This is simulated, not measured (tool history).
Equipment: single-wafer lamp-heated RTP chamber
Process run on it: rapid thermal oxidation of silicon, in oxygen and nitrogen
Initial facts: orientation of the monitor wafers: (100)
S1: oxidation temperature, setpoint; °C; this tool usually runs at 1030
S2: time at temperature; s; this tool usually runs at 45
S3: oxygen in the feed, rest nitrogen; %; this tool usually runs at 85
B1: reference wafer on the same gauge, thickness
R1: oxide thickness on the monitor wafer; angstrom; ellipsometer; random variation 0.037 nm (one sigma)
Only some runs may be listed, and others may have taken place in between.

| run | hour | S1 | S2 | S3 | B1 | R1 |
|---|---|---|---|---|---|---|
| 1 | 0.0 | 1030 | 45 | 85 | 6.031 | 63.97 |
| 2 | 50.5 | 1020 | 45 | 85 | 6.028 | 59.79 |
| 3 | 103.6 | 1020 | 45 | 85 | 6.024 | 59.71 |
| 4 | 172.5 | 1030 | 45 | 85 | 6.026 | 63.96 |
| 5 | 225.3 | 1030 | 45 | 85 | 6.021 | 63.86 |
| 6 | 286.4 | 1030 | 45 | 85 | 6.011 | 62.99 |
| 7 | 335.3 | 1030 | 45 | 85 | 6.008 | 63.31 |
| 8 | 406.2 | 1030 | 45 | 66 | 6.010 | 58.15 |
| 9 | 477.4 | 1030 | 45 | 66 | 6.001 | 58.30 |
| 10 | 539.1 | 1038 | 45 | 85 | 6.004 | 66.99 |
| 11 | 583.8 | 1038 | 45 | 85 | 5.999 | 67.23 |
|  | 639.9 | pyrometer window cleaned and pyrometer calibrated |
| 12 | 640.5 | 1038 | 45 | 85 | 5.996 | 67.23 |
| 13 | 684.6 | 1030 | 45 | 85 | 5.989 | 63.75 |
| 14 | 754.0 | 1030 | 45 | 85 | 5.991 | 62.99 |
|  | 778.5 | oxygen flow controller replaced |
| 15 | 796.5 | 1030 | 45 | 76 | 5.995 | 61.16 |
| 16 | 821.1 | 1030 | 45 | 98 | 5.993 | 66.61 |
| 17 | 871.4 | 1030 | 45 | 98 | 5.982 | 66.60 |
| 18 | 935.3 | 1018 | 45 | 61 | 5.993 | 52.12 |
| 19 | 964.3 | 1030 | 45 | 85 | 5.989 | 63.43 |
| 20 | 998.8 | 1030 | 38 | 85 | 5.990 | 59.11 |
| 21 | 1070.8 | 1012 | 45 | 85 | 5.987 | 55.99 |
| 22 | 1131.0 | 1005 | 45 | 94 | 5.990 | 55.29 |
|  | 1223.0 | gauge calibrated |
|  | 1336.8 | pyrometer window cleaned and pyrometer calibrated |
| 23 | 1340.5 | 1050 | 27 | 69 | 6.332 | 56.83 |
| 24 | 1376.5 | 1030 | 67 | 85 | 6.329 | 79.90 |
| 25 | 1409.6 | 1046 | 59 | 85 | 6.311 | 84.00 |
| 26 | 1440.1 | 1030 | 45 | 85 | 6.303 | 66.44 |
| 27 | 1477.3 | 1055 | 29 | 71 | 6.280 | 61.50 |
| 28 | 1528.2 | 1030 | 45 | 85 | 6.268 | 65.93 |
| 29 | 1567.6 | 1006 | 31 | 85 | 6.252 | 48.26 |
| 30 | 1620.7 | 1038 | 45 | 61 | 6.237 | 61.95 |
| 31 | 1730.9 | 1015 | 57 | 85 | 6.201 | 65.53 |
| 32 | 1756.4 | 1030 | 45 | 85 | 6.198 | 65.13 |
| 33 | 1803.6 | 1011 | 45 | 85 | 6.191 | 57.55 |
| 34 | 1836.4 | 1030 | 45 | 77 | 6.173 | 63.35 |
| 35 | 1865.8 | 1030 | 45 | 64 | 6.171 | 59.40 |
| 36 | 1908.4 | 1030 | 29 | 98 | 6.164 | 56.69 |
|  | 1938.7 | pyrometer window cleaned and pyrometer calibrated |
| 37 | 1940.3 | 1019 | 45 | 65 | 6.163 | 54.56 |

Each row is a separate what-if for the run after 37, all from the same tool condition, not one after another. Results?
| A | 1940.8 | 1030 | 23 | 85 | ? | ? |
| B | 1940.8 | 1044 | 35 | 98 | ? | ? |
| C | 1940.8 | 1000 | 30 | 85 | ? | ? |
| D | 1940.8 | 1030 | 29 | 85 | ? | ? |
| E | 1940.8 | 1030 | 60 | 96 | ? | ? |

| run | B1 | R1 |
|---|---|---|
| A | 6.154 | 48.64 |
| B | 6.154 | 67.06 |
| C | 6.154 | 44.15 |
| D | 6.154 | 53.50 |
| E | 6.154 | 76.45 |
Without the tool's unlogged condition, the same runs would have read:
| run | R1 |
|---|---|
| A | 50.90 |
| B | 70.18 |
| C | 46.20 |
| D | 55.99 |
| E | 80.01 |
